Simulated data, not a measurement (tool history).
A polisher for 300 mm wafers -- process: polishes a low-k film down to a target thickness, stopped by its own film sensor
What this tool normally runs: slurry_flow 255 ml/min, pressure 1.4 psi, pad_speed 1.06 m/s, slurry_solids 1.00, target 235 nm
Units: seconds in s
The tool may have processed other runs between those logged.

| run | hour | slurry_flow | pressure | pad_speed | slurry_solids | target | incoming thickness of the incoming film, nm | seconds |
|---|---|---|---|---|---|---|---|---|
| 1 | 0.0 | 255 | 1.4 | 1.06 | 1.00 | 240 | 270.9 | 114.7 |
| 2 | 82.3 | 275 | 1.4 | 1.06 | 1.00 | 235 | 271.1 | 137.9 |
|  | 96.1 | worn pad replaced by a new one |
| 3 | 121.9 | 255 | 1.4 | 1.06 | 1.00 | 235 | 272.8 | 126.2 |
|  | 135.1 | slurry nozzle cleaned |
| 4 | 194.2 | 255 | 1.4 | 1.06 | 1.00 | 235 | 268.4 | 114.1 |
| 5 | 301.0 | 255 | 1.4 | 1.26 | 1.00 | 235 | 271.5 | 116.4 |
|  | 352.9 | head pressure recalibrated |
|  | 366.9 | conditioning disc replaced and pad reconditioned |
| 6 | 390.0 | 255 | 1.4 | 1.26 | 1.00 | 235 | 271.3 | 110.9 |
| 7 | 437.6 | 255 | 1.4 | 1.26 | 1.00 | 235 | 267.8 | 104.8 |
|  | 479.5 | slurry blender recalibrated |
| 8 | 541.1 | 255 | 1.4 | 1.06 | 1.00 | 232 | 271.6 | 148.4 |
|  | 597.7 | slurry nozzle cleaned |
|  | 642.1 | worn pad replaced by a new one |
| 9 | 820.3 | 255 | 1.4 | 1.06 | 1.00 | 232 | 271.1 | 141.1 |
| 10 | 918.0 | 200 | 1.8 | 0.84 | 1.00 | 239 | 270.4 | 119.4 |
|  | 937.5 | conditioning disc replaced and pad reconditioned |
| 11 | 1001.0 | 255 | 1.4 | 1.06 | 1.00 | 235 | 273.7 | 139.2 |
|  | 1075.4 | slurry blender recalibrated |
| 12 | 1102.9 | 285 | 1.0 | 1.06 | 0.90 | 245 | 265.6 | 113.5 |
|  | 1109.1 | slurry nozzle cleaned |
|  | 1160.8 | worn pad replaced by a new one |
| 13 | 1177.5 | 295 | 1.4 | 1.06 | 1.00 | 225 | 266.1 | 135.6 |
| 14 | 1277.0 | 325 | 1.1 | 1.34 | 0.75 | 235 | 270.7 | 146.1 |
| 15 | 1366.8 | 255 | 1.4 | 1.06 | 1.15 | 235 | 268.6 | 113.9 |
|  | 1373.3 | head pressure recalibrated |
| 16 | 1463.2 | 290 | 1.8 | 1.06 | 1.10 | 231 | 269.4 | 107.6 |
|  | 1521.9 | conditioning disc replaced and pad reconditioned |
| 17 | 1536.9 | 255 | 1.4 | 1.06 | 1.00 | 235 | 274.0 | 141.8 |
|  | 1541.9 | slurry blender recalibrated |
|  | 1576.1 | slurry nozzle cleaned |
| 18 | 1639.6 | 255 | 1.4 | 1.06 | 0.75 | 235 | 267.5 | 141.2 |
|  | 1666.2 | worn pad replaced by a new one |
| 19 | 1726.3 | 255 | 1.1 | 1.44 | 1.00 | 242 | 270.2 | 94.9 |
|  | 1986.0 | conditioning disc replaced and pad reconditioned |
| 20 | 2001.5 | 255 | 1.4 | 1.06 | 1.00 | 235 | 267.3 | 116.2 |
| 21 | 2045.2 | 255 | 1.4 | 1.06 | 1.00 | 235 | 270.2 | 131.1 |
|  | 2085.7 | slurry blender recalibrated |
| 22 | 2086.2 | 180 | 1.4 | 1.18 | 1.15 | 231 | 267.3 | 121.6 |
|  | 2155.7 | slurry nozzle cleaned |
|  | 2156.6 | worn pad replaced by a new one |
| 23 | 2189.4 | 255 | 1.4 | 1.06 | 1.00 | 235 | 270.1 | 118.3 |
|  | 2208.2 | head pressure recalibrated |
| 24 | 2268.9 | 315 | 1.4 | 1.06 | 0.75 | 230 | 270.5 | 155.1 |

5 ways to go on from here, each from the tool as it stands after run 24. What would each give?
| A | 2269.4 | 255 | 1.4 | 1.28 | 1.00 | 235 | 266.2 | ? |
| B | 2269.4 | 180 | 1.3 | 1.18 | 0.90 | 235 | 266.2 | ? |
| C | 2269.4 | 255 | 1.4 | 1.06 | 1.00 | 227 | 266.2 | ? |
| D | 2269.4 | 255 | 1.4 | 1.06 | 1.30 | 235 | 266.2 | ? |
| E | 2269.4 | 255 | 1.4 | 1.38 | 1.00 | 235 | 266.2 | ? |

| run | seconds |
|---|---|
| A | 95.6 |
| B | 119.8 |
| C | 138.8 |
| D | 99.5 |
| E | 90.2 |
Take away the tool's hidden state, keep each run's random variation, and the runs would have read:
| run | seconds |
|---|---|
| A | 88.1 |
| B | 111.0 |
| C | 128.8 |
| D | 92.3 |
| E | 83.0 |
